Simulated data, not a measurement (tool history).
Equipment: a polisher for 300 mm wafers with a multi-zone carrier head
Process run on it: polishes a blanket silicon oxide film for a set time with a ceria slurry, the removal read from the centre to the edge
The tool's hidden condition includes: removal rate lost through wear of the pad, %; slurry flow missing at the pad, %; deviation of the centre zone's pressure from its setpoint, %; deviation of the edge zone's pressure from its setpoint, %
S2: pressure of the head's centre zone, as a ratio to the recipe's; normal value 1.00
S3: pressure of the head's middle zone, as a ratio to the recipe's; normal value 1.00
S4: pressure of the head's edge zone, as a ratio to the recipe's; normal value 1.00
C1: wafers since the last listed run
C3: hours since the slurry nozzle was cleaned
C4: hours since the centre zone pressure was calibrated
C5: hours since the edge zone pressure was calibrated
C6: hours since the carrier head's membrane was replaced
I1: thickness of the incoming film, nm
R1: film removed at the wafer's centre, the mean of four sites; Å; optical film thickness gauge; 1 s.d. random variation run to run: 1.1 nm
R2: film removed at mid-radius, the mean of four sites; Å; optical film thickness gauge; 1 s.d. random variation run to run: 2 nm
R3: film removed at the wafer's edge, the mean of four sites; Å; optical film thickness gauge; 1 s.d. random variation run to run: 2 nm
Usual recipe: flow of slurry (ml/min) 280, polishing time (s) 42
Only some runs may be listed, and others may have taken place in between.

run 1 hour=0.0 | flow_of_slurry_(ml/min)=355 S2=1.00 S3=1.00 S4=1.00 polishing_time_(s)=42 | C1=0 wafers_polished_on_this_pad=232 C3=252.1 C4=40.0 C5=875.9 C6=796.5 | I1=791.3 | R1=1661 R2=1721 R3=1670
run 2 hour=16.4 | flow_of_slurry_(ml/min)=280 S2=1.00 S3=1.00 S4=1.00 polishing_time_(s)=42 | C1=240 wafers_polished_on_this_pad=473 C3=268.5 C4=56.4 C5=892.3 C6=812.9 | I1=787.7 | R1=1649 R2=1636 R3=1636
run 3 hour=32.4 | flow_of_slurry_(ml/min)=280 S2=1.00 S3=1.00 S4=1.00 polishing_time_(s)=42 | C1=234 wafers_polished_on_this_pad=708 C3=284.5 C4=72.4 C5=908.3 C6=828.9 | I1=782.0 | R1=1632 R2=1628 R3=1618
-- hour=44.9 slurry nozzle cleaned
run 4 hour=47.5 | flow_of_slurry_(ml/min)=280 S2=1.05 S3=1.00 S4=1.00 polishing_time_(s)=33 | C1=206 wafers_polished_on_this_pad=914 C3=2.6 C4=87.5 C5=923.4 C6=844.0 | I1=788.7 | R1=1331 R2=1267 R3=1276
-- hour=55.9 carrier head's membrane replaced by a new one
run 5 hour=56.7 | flow_of_slurry_(ml/min)=280 S2=1.07 S3=1.00 S4=0.95 polishing_time_(s)=42 | C1=61 wafers_polished_on_this_pad=976 C3=11.8 C4=96.7 C5=932.6 C6=0.8 | I1=778.1 | R1=1737 R2=1601 R3=1583
-- hour=69.3 edge zone pressure recalibrated
run 6 hour=69.8 | flow_of_slurry_(ml/min)=205 S2=1.11 S3=1.00 S4=1.00 polishing_time_(s)=42 | C1=162 wafers_polished_on_this_pad=1139 C3=24.9 C4=109.8 C5=0.5 C6=13.9 | I1=787.4 | R1=1771 R2=1593 R3=1569
-- hour=76.4 worn pad replaced by a new one
run 7 hour=76.9 | flow_of_slurry_(ml/min)=280 S2=0.96 S3=0.90 S4=0.95 polishing_time_(s)=42 | C1=45 wafers_polished_on_this_pad=6 C3=32.0 C4=116.9 C5=7.6 C6=21.0 | I1=794.8 | R1=1625 R2=1587 R3=1651
run 8 hour=89.6 | flow_of_slurry_(ml/min)=345 S2=1.00 S3=1.00 S4=1.06 polishing_time_(s)=32 | C1=186 wafers_polished_on_this_pad=193 C3=44.7 C4=129.6 C5=20.3 C6=33.7 | I1=798.5 | R1=1285 R2=1313 R3=1323
run 9 hour=96.0 | flow_of_slurry_(ml/min)=335 S2=0.93 S3=0.88 S4=0.91 polishing_time_(s)=42 | C1=93 wafers_polished_on_this_pad=287 C3=51.1 C4=136.0 C5=26.7 C6=40.1 | I1=791.6 | R1=1559 R2=1544 R3=1619
run 10 hour=108.1 | flow_of_slurry_(ml/min)=225 S2=1.00 S3=1.00 S4=1.00 polishing_time_(s)=53 | C1=177 wafers_polished_on_this_pad=464 C3=63.2 C4=148.1 C5=38.8 C6=52.2 | I1=794.6 | R1=2007 R2=2064 R3=2025
run 11 hour=116.3 | flow_of_slurry_(ml/min)=235 S2=1.00 S3=1.00 S4=1.00 polishing_time_(s)=42 | C1=120 wafers_polished_on_this_pad=585 C3=71.4 C4=156.3 C5=47.0 C6=60.4 | I1=798.7 | R1=1596 R2=1611 R3=1595
run 12 hour=129.5 | flow_of_slurry_(ml/min)=280 S2=0.96 S3=1.00 S4=1.00 polishing_time_(s)=42 | C1=193 wafers_polished_on_this_pad=778 C3=84.6 C4=169.5 C5=60.2 C6=73.6 | I1=787.7 | R1=1536 R2=1620 R3=1593
run 13 hour=140.7 | flow_of_slurry_(ml/min)=280 S2=1.00 S3=1.00 S4=1.00 polishing_time_(s)=52 | C1=164 wafers_polished_on_this_pad=943 C3=95.8 C4=180.7 C5=71.4 C6=84.8 | I1=784.7 | R1=1976 R2=2018 R3=2001
run 14 hour=149.2 | flow_of_slurry_(ml/min)=380 S2=1.00 S3=1.00 S4=0.90 polishing_time_(s)=42 | C1=124 wafers_polished_on_this_pad=1067 C3=104.3 C4=189.2 C5=79.9 C6=93.3 | I1=785.1 | R1=1637 R2=1629 R3=1554
-- hour=165.8 worn pad replaced by a new one
run 15 hour=166.3 | flow_of_slurry_(ml/min)=280 S2=1.00 S3=1.00 S4=1.00 polishing_time_(s)=42 | C1=192 wafers_polished_on_this_pad=7 C3=121.4 C4=206.3 C5=97.0 C6=110.4 | I1=773.3 | R1=1689 R2=1690 R3=1690
run 16 hour=177.9 | flow_of_slurry_(ml/min)=280 S2=1.00 S3=1.00 S4=1.00 polishing_time_(s)=42 | C1=170 wafers_polished_on_this_pad=177 C3=133.0 C4=217.9 C5=108.6 C6=122.0 | I1=789.4 | R1=1667 R2=1669 R3=1670
run 17 hour=186.5 | flow_of_slurry_(ml/min)=185 S2=1.00 S3=1.00 S4=1.07 polishing_time_(s)=42 | C1=126 wafers_polished_on_this_pad=303 C3=141.6 C4=226.5 C5=117.2 C6=130.6 | I1=786.8 | R1=1593 R2=1593 R3=1678
run 18 hour=198.7 | flow_of_slurry_(ml/min)=240 S2=1.00 S3=1.00 S4=1.00 polishing_time_(s)=34 | C1=178 wafers_polished_on_this_pad=482 C3=153.8 C4=238.7 C5=129.4 C6=142.8 | I1=790.7 | R1=1317 R2=1299 R3=1322
run 19 hour=214.3 | flow_of_slurry_(ml/min)=280 S2=1.00 S3=1.00 S4=1.00 polishing_time_(s)=42 | C1=228 wafers_polished_on_this_pad=711 C3=169.4 C4=254.3 C5=145.0 C6=158.4 | I1=792.3 | R1=1627 R2=1612 R3=1621
run 20 hour=231.7 | flow_of_slurry_(ml/min)=280 S2=1.06 S3=1.00 S4=0.92 polishing_time_(s)=42 | C1=255 wafers_polished_on_this_pad=967 C3=186.8 C4=271.7 C5=162.4 C6=175.8 | I1=793.6 | R1=1711 R2=1616 R3=1529
run 21 hour=249.5 | flow_of_slurry_(ml/min)=280 S2=1.05 S3=1.00 S4=1.00 polishing_time_(s)=33 | C1=261 wafers_polished_on_this_pad=1228 C3=204.6 C4=289.5 C5=180.2 C6=193.6 | I1=779.5 | R1=1322 R2=1273 R3=1255

Below, each run's measurement less what the same run would have read without the hidden state. Both values contain the same run-to-run variation, but the gauge's scatter may not be the same in both:
run=1 R1=-37 R2=-38 R3=-37
run=2 R1=-59 R2=-58 R3=-58
run=3 R1=-72 R2=-72 R3=-71
run=4 R1=-65 R2=-63 R3=-63
run=5 R1=-89 R2=-82 R3=-81
run=6 R1=-94 R2=-85 R3=-84
run=7 R1=-14 R2=-13 R3=-14
run=8 R1=-33 R2=-34 R3=-34
run=9 R1=-51 R2=-50 R3=-53
run=10 R1=-85 R2=-87 R3=-85
run=11 R1=-75 R2=-75 R3=-75
run=12 R1=-81 R2=-85 R3=-84
run=13 R1=-111 R2=-113 R3=-113
run=14 R1=-95 R2=-94 R3=-91
run=15 R1=-10 R2=-10 R3=-10
run=16 R1=-36 R2=-37 R3=-36
run=17 R1=-49 R2=-49 R3=-51
run=18 R1=-52 R2=-52 R3=-53
run=19 R1=-78 R2=-78 R3=-78
run=20 R1=-92 R2=-86 R3=-82
run=21 R1=-75 R2=-73 R3=-72
